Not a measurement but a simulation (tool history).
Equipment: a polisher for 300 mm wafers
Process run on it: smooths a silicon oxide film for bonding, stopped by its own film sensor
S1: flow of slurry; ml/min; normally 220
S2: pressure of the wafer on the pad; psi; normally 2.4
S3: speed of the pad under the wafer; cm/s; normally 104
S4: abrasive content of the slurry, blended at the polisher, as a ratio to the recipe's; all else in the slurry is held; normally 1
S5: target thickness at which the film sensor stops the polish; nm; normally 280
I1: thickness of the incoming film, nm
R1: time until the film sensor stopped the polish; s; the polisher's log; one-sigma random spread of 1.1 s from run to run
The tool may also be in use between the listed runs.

run 1 hour=0 | S1=245 S2=1.8 S3=104 S4=1 S5=280 | I1=327.2 | R1=87.4
run 2 hour=15.3 | S1=245 S2=1.8 S3=104 S4=1 S5=280 | I1=334.5 | R1=100.6
run 3 hour=27.6 | S1=245 S2=1.8 S3=104 S4=1 S5=280 | I1=330.3 | R1=93.5
run 4 hour=80.6 | S1=220 S2=2.4 S3=104 S4=1 S5=280 | I1=332.5 | R1=76.5
-- hour=96.2 worn pad replaced by a new one
run 5 hour=96.7 | S1=220 S2=2.4 S3=104 S4=1 S5=280 | I1=326.9 | R1=73.6
run 6 hour=103 | S1=220 S2=2.4 S3=104 S4=1 S5=280 | I1=332.2 | R1=84.7
run 7 hour=113.9 | S1=220 S2=2.4 S3=104 S4=1 S5=267 | I1=330.5 | R1=106.1
run 8 hour=130.1 | S1=220 S2=2.4 S3=104 S4=1 S5=280 | I1=332.8 | R1=84
-- hour=137.2 head pressure recalibrated
run 9 hour=138.8 | S1=220 S2=2.4 S3=104 S4=1 S5=280 | I1=328.7 | R1=78.1
-- hour=158.4 worn pad replaced by a new one, repeated, since the last time left the tool worse
run 10 hour=165.2 | S1=190 S2=2.4 S3=114 S4=1 S5=280 | I1=328.5 | R1=68
run 11 hour=175.3 | S1=220 S2=1.8 S3=122 S4=1 S5=294 | I1=334.2 | R1=69.3
-- hour=181.6 slurry nozzle cleaned
run 12 hour=193.2 | S1=220 S2=2.4 S3=104 S4=1 S5=280 | I1=333.3 | R1=73.9
run 13 hour=207.2 | S1=220 S2=2.4 S3=104 S4=1 S5=280 | I1=326 | R1=64.1
run 14 hour=221.8 | S1=220 S2=2.9 S3=80 S4=1 S5=288 | I1=325.5 | R1=48.9
-- hour=228.5 slurry blender recalibrated
run 15 hour=237.9 | S1=270 S2=2.9 S3=104 S4=1 S5=280 | I1=324.2 | R1=49.9
run 16 hour=252 | S1=220 S2=2.4 S3=104 S4=1 S5=280 | I1=323.5 | R1=63.2
run 17 hour=269.9 | S1=220 S2=2.4 S3=104 S4=1.1 S5=285 | I1=333.1 | R1=66.2
-- hour=279.3 worn pad replaced by a new one
run 18 hour=280.3 | S1=220 S2=2.9 S3=104 S4=1 S5=268 | I1=327.8 | R1=69.3
run 19 hour=297.6 | S1=250 S2=2.4 S3=104 S4=1 S5=280 | I1=333.7 | R1=72.8
run 20 hour=341.6 | S1=220 S2=2.4 S3=94 S4=0.8 S5=280 | I1=329.4 | R1=82.3
run 21 hour=382.7 | S1=220 S2=2.8 S3=76 S4=1 S5=292 | I1=327.7 | R1=51.7

Consider 4 possible next runs. They are alternatives, not a sequence: every one starts from the tool as it was left by run 21. What does each give?
run A hour=383.1 | S1=220 S2=2.1 S3=104 S4=1 S5=280 | I1=335 | R1=?
run B hour=383.1 | S1=220 S2=3.1 S3=104 S4=1 S5=280 | I1=335 | R1=?
run C hour=383.1 | S1=220 S2=2.9 S3=78 S4=1 S5=280 | I1=335 | R1=?
run D hour=383.1 | S1=185 S2=2.4 S3=134 S4=1.3 S5=293 | I1=335 | R1=?

run=A R1=92.1
run=B R1=62.4
run=C R1=76
run=D R1=49.2
With the hidden condition removed and each run's random variation left untouched, the same runs would have given:
run=A R1=87.5
run=B R1=59.3
run=C R1=72.1
run=D R1=46.7
